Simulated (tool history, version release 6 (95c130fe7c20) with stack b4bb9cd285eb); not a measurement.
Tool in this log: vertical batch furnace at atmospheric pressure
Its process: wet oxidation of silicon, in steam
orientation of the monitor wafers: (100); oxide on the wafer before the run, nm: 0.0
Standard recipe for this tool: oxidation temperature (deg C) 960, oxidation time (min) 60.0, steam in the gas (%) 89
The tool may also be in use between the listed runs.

run     day  oxidation temperature (deg C)  oxidation time (min)  steam in the gas (%)  wafers since the last listed run  hours since the last temperature calibration  hours since the steam generator was serviced  hours since the gauge calibration  read-back reference wafer on the same gauge, thickness  oxide thickness on the monitor wafer (nm)
  1   0.000                            945                  60.0                    89                                 0                                        2719.8                                        1658.6                               56.0                                                  287.10                                     244.35
  2   2.233                            960                  60.0                    80                               857                                        2773.4                                        1712.2                              109.6                                                  287.05                                     262.92
  3   4.554                            960                  60.0                    80                               891                                        2829.1                                        1767.9                              165.3                                                  287.45                                     260.43
  4   6.412                            960                  60.0                    97                               713                                        2873.7                                        1812.5                              209.9                                                  286.99                                     304.18
  5   7.979                            960                  60.0                    97                               601                                        2911.3                                        1850.1                              247.5                                                  286.81                                     303.72
  6   9.829                            960                  77.5                    89                               710                                        2955.7                                        1894.5                              291.9                                                  286.89                                     346.17
     13.388  -- steam generator serviced
  7  13.408                            960                  77.5                    89                               990                                        3041.6                                           0.5                              377.8                                                  286.95                                     366.12
  8  14.754                            960                  77.5                    89                               516                                        3073.9                                          32.8                              410.1                                                  287.44                                     366.46
  9  17.450                            960                  60.0                    95                              1035                                        3138.6                                          97.5                              474.8                                                  286.70                                     312.18
 10  20.242                            960                  60.0                    95                              1071                                        3205.6                                         164.5                              541.8                                                  286.83                                     310.47
 11  22.858                            950                  71.0                    96                              1004                                        3268.4                                         227.3                              604.6                                                  286.89                                     324.93
     24.458  -- gauge calibrated
 12  25.650                            960                  71.5                    89                              1071                                        3335.4                                         294.3                               28.6                                                  286.14                                     337.82
 13  27.417                            937                  34.0                    84                               678                                        3377.8                                         336.7                               71.0                                                  286.24                                     135.79
     30.125  -- thermocouples replaced and temperature profile calibrated
 14  30.158                            975                  60.0                    80                               668                                           0.8                                         402.5                              136.8                                                  286.62                                     309.21
 15  31.858                            946                  88.0                    97                               652                                          41.6                                         443.3                              177.6                                                  287.29                                     365.68
 16  34.529                            960                  60.0                    96                              1025                                         105.7                                         507.4                              241.7                                                  286.39                                     307.18
 17  35.800                            960                  60.0                    89                               487                                         136.2                                         537.9                              272.2                                                  287.11                                     290.11
 18  38.629                            944                  49.0                    89                              1086                                         204.1                                         605.8                              340.1                                                  286.50                                     209.93
 19  40.554                            960                  60.0                    89                               739                                         250.3                                         652.0                              386.3                                                  287.86                                     289.18
 20  41.950                            936                  81.5                    89                               535                                         283.8                                         685.5                              419.8                                                  286.90                                     289.20

What if the next run were any one of these 3? Each begins from the tool's condition after run 20:
  A  42.167                            949                  60.0                    89                                83                                         289.0                                         690.7                              425.0                                                       ?                                          ?
  B  42.167                            960                  49.0                    85                                83                                         289.0                                         690.7                              425.0                                                       ?                                          ?
  C  42.167                            940                  50.5                    96                                83                                         289.0                                         690.7                              425.0                                                       ?                                          ?

run  read-back reference wafer on the same gauge, thickness  oxide thickness on the monitor wafer (nm)
  A                                                  286.54                                     257.29
  B                                                  286.54                                     235.72
  C                                                  286.54                                     216.57
Stripped of hidden state, with their random variation kept, the same runs would have yielded:
run  oxide thickness on the monitor wafer (nm)
  A                                     268.38
  B                                     245.86
  C                                     226.24
